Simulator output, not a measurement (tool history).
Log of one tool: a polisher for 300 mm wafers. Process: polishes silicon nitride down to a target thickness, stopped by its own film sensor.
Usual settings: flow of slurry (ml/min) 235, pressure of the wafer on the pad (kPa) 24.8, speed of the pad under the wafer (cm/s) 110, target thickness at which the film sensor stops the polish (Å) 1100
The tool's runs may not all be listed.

run	hour	flow of slurry (ml/min)	pressure of the wafer on the pad (kPa)	speed of the pad under the wafer (cm/s)	target thickness at which the film sensor stops the polish (Å)	incoming thickness of the incoming film, nm	time until the film sensor stopped the polish (s)
1	0.0	235	24.8	110	1330	292.0	90.7
2	95.7	235	24.8	110	1330	287.9	90.2
3	140.9	235	24.8	110	1100	292.8	109.1
4	228.6	235	24.8	110	1100	294.0	102.7
5	265.7	235	24.8	110	1100	296.4	104.9
6	319.4	235	24.8	110	1100	286.5	100.3
7	413.6	235	24.8	110	1100	294.4	108.0
8	564.3	235	24.8	110	1100	289.3	101.8
9	645.2	235	20.0	110	1100	291.2	127.2
10	724.8	235	20.0	110	1100	290.9	128.2
11	803.0	280	24.8	110	1100	293.6	104.8
12	845.1	235	24.8	100	1420	289.2	97.1
13	950.5	235	24.8	110	1100	288.3	99.7
14	1041.8	270	33.1	144	1480	288.1	47.0
15	1142.5	205	24.8	100	1100	289.8	113.2
16	1245.7	235	31.0	110	800	291.4	102.4
17	1355.5	280	24.8	110	1100	287.8	98.8
18	1430.5	235	24.8	110	1630	287.1	71.1
19	1488.0	235	24.8	110	1100	292.2	104.1
20	1569.7	235	31.0	78	1460	291.7	90.6
21	1671.4	235	24.8	110	1100	290.5	102.4
22	1737.3	235	21.4	110	1100	290.1	115.5

Taken out of this log: 15 entries between the listed runs. Where each belongs, and how the hidden state differs across it:
Between runs 1 and 2: worn pad replaced by a new one (hour 88.9)
  slurry flow missing at the pad, %: 15.3 -> 29
  measured less the result without the state, time until the film sensor stopped the polish (s): +1.8 -> +4.0
Between runs 3 and 4: slurry nozzle cleaned (hour 168.6); head pressure recalibrated (hour 181.3)
  slurry flow missing at the pad, %: 37.6 -> 1.58
  measured less the result without the state, time until the film sensor stopped the polish (s): +7.0 -> +0.2
Between runs 6 and 7: worn pad replaced by a new one (hour 399.8)
  slurry flow missing at the pad, %: 7.9 -> 20.2
  measured less the result without the state, time until the film sensor stopped the polish (s): +1.0 -> +3.0
Between runs 7 and 8: slurry nozzle cleaned (hour 523.3); head pressure recalibrated (hour 538.4)
  slurry flow missing at the pad, %: 20.2 -> 7.47
  measured less the result without the state, time until the film sensor stopped the polish (s): +3.0 -> +0.9
Between runs 10 and 11: worn pad replaced by a new one (hour 790.5)
  slurry flow missing at the pad, %: 20.3 -> 32.7
  measured less the result without the state, time until the film sensor stopped the polish (s): +3.6 -> +4.7
Between runs 12 and 13: head pressure recalibrated (hour 909.5); slurry nozzle cleaned (hour 912.9)
  slurry flow missing at the pad, %: 41 -> 0.936
  measured less the result without the state, time until the film sensor stopped the polish (s): +7.2 -> +0.1
Between runs 14 and 15: worn pad replaced by a new one (hour 1105.8)
  slurry flow missing at the pad, %: 5.95 -> 17.8
  measured less the result without the state, time until the film sensor stopped the polish (s): +0.3 -> +3.0
Between runs 15 and 16: head pressure recalibrated (hour 1223.8)
  slurry flow missing at the pad, %: 17.8 -> 37
  measured less the result without the state, time until the film sensor stopped the polish (s): +3.0 -> +6.4
Between runs 16 and 17: slurry nozzle cleaned (hour 1306.4)
  slurry flow missing at the pad, %: 37 -> 3.35
  measured less the result without the state, time until the film sensor stopped the polish (s): +6.4 -> +0.3
Between runs 18 and 19: worn pad replaced by a new one (hour 1467.0)
  slurry flow missing at the pad, %: 7.63 -> 13.4
  measured less the result without the state, time until the film sensor stopped the polish (s): +0.6 -> +1.8
Between runs 20 and 21: head pressure recalibrated (hour 1614.2); slurry nozzle cleaned (hour 1621.7)
  slurry flow missing at the pad, %: 25.4 -> 4.26
  measured less the result without the state, time until the film sensor stopped the polish (s): +3.3 -> +0.5
